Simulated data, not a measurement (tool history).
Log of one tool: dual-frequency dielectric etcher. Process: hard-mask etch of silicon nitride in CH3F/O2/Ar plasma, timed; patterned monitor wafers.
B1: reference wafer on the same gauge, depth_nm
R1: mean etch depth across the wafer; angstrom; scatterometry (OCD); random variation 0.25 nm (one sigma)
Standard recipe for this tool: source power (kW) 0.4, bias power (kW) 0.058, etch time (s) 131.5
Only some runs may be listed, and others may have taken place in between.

run 1 hour=0 | source_power_(kW)=0.36 bias_power_(kW)=0.058 etch_time_(s)=131.5 | B1=84.3 | R1=757
-- hour=8.8 wet clean of the chamber
run 2 hour=171.7 | source_power_(kW)=0.36 bias_power_(kW)=0.058 etch_time_(s)=131.5 | B1=84.3 | R1=755
run 3 hour=232.9 | source_power_(kW)=0.4 bias_power_(kW)=0.058 etch_time_(s)=131.5 | B1=84.3 | R1=812
run 4 hour=289.6 | source_power_(kW)=0.4 bias_power_(kW)=0.058 etch_time_(s)=131.5 | B1=84.3 | R1=810
run 5 hour=319 | source_power_(kW)=0.4 bias_power_(kW)=0.058 etch_time_(s)=131.5 | B1=84.3 | R1=808
-- hour=357 wet clean of the chamber
-- hour=384.6 source power generator calibrated
run 6 hour=395 | source_power_(kW)=0.4 bias_power_(kW)=0.058 etch_time_(s)=131.5 | B1=84.3 | R1=809
-- hour=424.5 upper electrode replaced
run 7 hour=433.6 | source_power_(kW)=0.4 bias_power_(kW)=0.058 etch_time_(s)=131.5 | B1=84.3 | R1=807
run 8 hour=458.6 | source_power_(kW)=0.4 bias_power_(kW)=0.058 etch_time_(s)=131.5 | B1=84.3 | R1=810
run 9 hour=513.1 | source_power_(kW)=0.4 bias_power_(kW)=0.058 etch_time_(s)=109 | B1=84.4 | R1=672
-- hour=526.1 bias power generator calibrated
run 10 hour=554.5 | source_power_(kW)=0.4 bias_power_(kW)=0.058 etch_time_(s)=109 | B1=84.3 | R1=667
-- hour=588.8 gauge calibrated
run 11 hour=613 | source_power_(kW)=0.4 bias_power_(kW)=0.058 etch_time_(s)=161.5 | B1=84.2 | R1=992
run 12 hour=660.5 | source_power_(kW)=0.4 bias_power_(kW)=0.058 etch_time_(s)=131.5 | B1=84.3 | R1=808
-- hour=720.1 wet clean of the chamber
run 13 hour=720.6 | source_power_(kW)=0.34 bias_power_(kW)=0.058 etch_time_(s)=131.5 | B1=84.4 | R1=727
run 14 hour=775.5 | source_power_(kW)=0.34 bias_power_(kW)=0.045 etch_time_(s)=121 | B1=84.2 | R1=626
run 15 hour=839.5 | source_power_(kW)=0.36 bias_power_(kW)=0.058 etch_time_(s)=131.5 | B1=84.2 | R1=751
run 16 hour=898.3 | source_power_(kW)=0.3 bias_power_(kW)=0.053 etch_time_(s)=158 | B1=84.2 | R1=777
run 17 hour=932.4 | source_power_(kW)=0.36 bias_power_(kW)=0.058 etch_time_(s)=131.5 | B1=84.2 | R1=754
run 18 hour=960.1 | source_power_(kW)=0.44 bias_power_(kW)=0.07 etch_time_(s)=119 | B1=84.3 | R1=814

Predict the results of run 19:
-- hour=1038.7 wet clean of the chamber
run 19 hour=1039.2 | source_power_(kW)=0.4 bias_power_(kW)=0.058 etch_time_(s)=131.5 | B1=? | R1=?

{"run 19": {"B1": 84.3, "R1": 809}}
Were there no unlogged condition in the tool, this run, its random variation unchanged, would have produced R1 809 angstrom.

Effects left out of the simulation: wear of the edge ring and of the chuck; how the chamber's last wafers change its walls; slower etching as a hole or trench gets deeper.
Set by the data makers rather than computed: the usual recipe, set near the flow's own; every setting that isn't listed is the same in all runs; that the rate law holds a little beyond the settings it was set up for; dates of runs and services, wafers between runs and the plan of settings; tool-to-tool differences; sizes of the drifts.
